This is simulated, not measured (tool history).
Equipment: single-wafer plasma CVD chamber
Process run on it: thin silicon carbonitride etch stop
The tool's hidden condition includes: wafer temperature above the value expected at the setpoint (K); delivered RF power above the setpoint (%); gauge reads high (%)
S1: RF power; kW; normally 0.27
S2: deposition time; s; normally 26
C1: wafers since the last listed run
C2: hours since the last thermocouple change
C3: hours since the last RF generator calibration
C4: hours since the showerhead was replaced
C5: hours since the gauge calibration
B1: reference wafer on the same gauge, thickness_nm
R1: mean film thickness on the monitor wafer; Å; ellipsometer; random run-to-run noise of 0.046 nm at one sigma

run   hour     S1    S2    C1      C2      C3      C4     C5      B1      R1
  1      0   0.27  24.9     0   501.3   746.2  7309.7  286.4  12.298  143.28
  2   83.2   0.27  24.9  1513   584.5   829.4  7392.9  369.6  12.299  142.79
  3  178.6   0.27    26  1735   679.9   924.8  7488.3    465  12.301   148.4
  4  225.2   0.27    26   847   726.5   971.4  7534.9  511.6  12.297  149.15
  5  309.1   0.27    26  1526   810.4  1055.3  7618.8  595.5    12.3  148.17
     320.1  -- showerhead replaced
  6  392.1   0.27    26  1364   893.4  1138.3      72  678.5   12.31  148.59
  7  490.8   0.27    26  1795   992.1    1237   170.7  777.2  12.301  148.31
     521.6  -- gauge calibrated
     545.2  -- RF generator calibrated
  8  594.9  0.235  28.9  1748  1096.2    49.7   274.8   73.3  12.306  161.14
  9  672.5   0.27    26  1411  1173.8   127.3   352.4  150.9  12.313  150.15
     686.4  -- thermocouple changed; heater temperature recalibrated
 10    719   0.27    26   700    32.6   173.8   398.9  197.4  12.304  150.54
 11    757   0.31  30.2   691    70.6   211.8   436.9  235.4  12.304  181.17
 12  856.4   0.27  30.3  1808     170   311.2   536.3  334.8  12.299  175.56
 13  896.6  0.305  23.3   731   210.2   351.4   576.5    375  12.305  139.47
 14  966.3   0.27  22.9  1268   279.9   421.1   646.2  444.7  12.303  132.15

Each row is a separate what-if for the run after 14, all from the same tool condition, not one after another. Results?
  A  966.7   0.27    26   7  280.3  421.5  646.6  445.1   ?   ?
  B  966.7   0.27    31   7  280.3  421.5  646.6  445.1   ?   ?
  C  966.7  0.295  28.6   7  280.3  421.5  646.6  445.1   ?   ?
  D  966.7   0.27  30.8   7  280.3  421.5  646.6  445.1   ?   ?

run      B1      R1
  A  12.293  150.33
  B  12.293  179.24
  C  12.293  169.19
  D  12.293  178.09
The same runs, with their run-to-run variation unchanged, on a tool lacking any hidden condition would have given:
run      R1
  A  151.38
  B  180.49
  C  170.36
  D  179.32

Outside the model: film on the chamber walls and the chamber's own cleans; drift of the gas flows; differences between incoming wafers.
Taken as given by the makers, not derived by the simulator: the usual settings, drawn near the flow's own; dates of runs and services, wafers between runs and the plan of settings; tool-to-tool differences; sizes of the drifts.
